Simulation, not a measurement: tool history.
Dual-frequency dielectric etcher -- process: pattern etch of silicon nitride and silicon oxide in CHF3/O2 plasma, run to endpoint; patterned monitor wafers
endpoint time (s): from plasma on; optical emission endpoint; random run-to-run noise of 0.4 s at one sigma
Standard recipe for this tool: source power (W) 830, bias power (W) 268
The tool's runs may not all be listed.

run     day  source power (W)  bias power (W)  incoming incoming film thickness, nm  endpoint time (s)
  1   0.000               830             268                                 244.0              115.1
  2   1.458               830             268                                 247.5              116.7
  3   2.112               830             268                                 242.0              115.4
  4   3.167               830             268                                 248.2              118.0
  5   4.546               830             268                                 247.4              118.2
  6   5.079               830             268                                 246.6              118.0
  7   5.696               830             268                                 246.8              117.9
  8   6.762               750             268                                 247.4              122.5
  9   7.921               830             235                                 246.3              122.3
 10  12.092               830             235                                 246.1              124.1
 11  12.962               830             268                                 247.5              121.0
 12  14.267               830             291                                 244.0              116.6
 13  14.975               830             291                                 247.7              118.7
     16.612  -- upper electrode replaced
 14  16.633               830             291                                 244.0              117.5
     18.192  -- wet clean of the chamber
 15  18.212               990             268                                 246.3              109.7
 16  18.550              1000             237                                 245.0              111.9
     19.046  -- bias power generator calibrated
 17  19.225               670             334                                 243.2              115.8
 18  20.592               920             302                                 246.1              109.1
 19  21.862               670             334                                 244.2              116.6
     22.842  -- source power generator calibrated
 20  22.983               830             268                                 245.8              116.8
 21  23.942               990             268                                 250.6              112.5
 22  24.721               770             226                                 245.1              126.3
 23  25.700               640             316                                 247.1              123.2
 24  26.583               620             297                                 246.7              126.8
 25  29.338               830             316                                 247.3              114.7
 26  30.738               630             234                                 247.9              137.0
 27  32.142               890             316                                 247.5              112.2
 28  33.417               740             224                                 245.3              131.1
 29  34.838               830             295                                 244.6              116.6

Some steps in endpoint time (s), run to run, broken into two amounts with sign: the step expected even without the hidden condition (settings, incoming material, random variation), and the rest, left for the hidden condition together with whatever gauge scatter is not in both the measured and the hidden-condition-free result:
Hidden conditions of the tool in this case: etch rate over this chamber's usual, %; source power that arrives over what is set, %; bias power that arrives over what is set, %.
Run 9 -> 10: nothing adjusted, nothing logged. endpoint time (s) +1.8: hidden state +1.3, all else +0.5.
Run 14 -> 15: source power (W) 830 -> 990, bias power (W) 291 -> 268, wet clean of the chamber. endpoint time (s) -7.8: hidden state -5.0, all else -2.8.
Run 25 -> 26: source power (W) 830 -> 630, bias power (W) 316 -> 234. endpoint time (s) +22.3: hidden state +1.0, all else +21.3.
Run 26 -> 27: source power (W) 630 -> 890, bias power (W) 234 -> 316. endpoint time (s) -24.8: hidden state -0.3, all else -24.5.
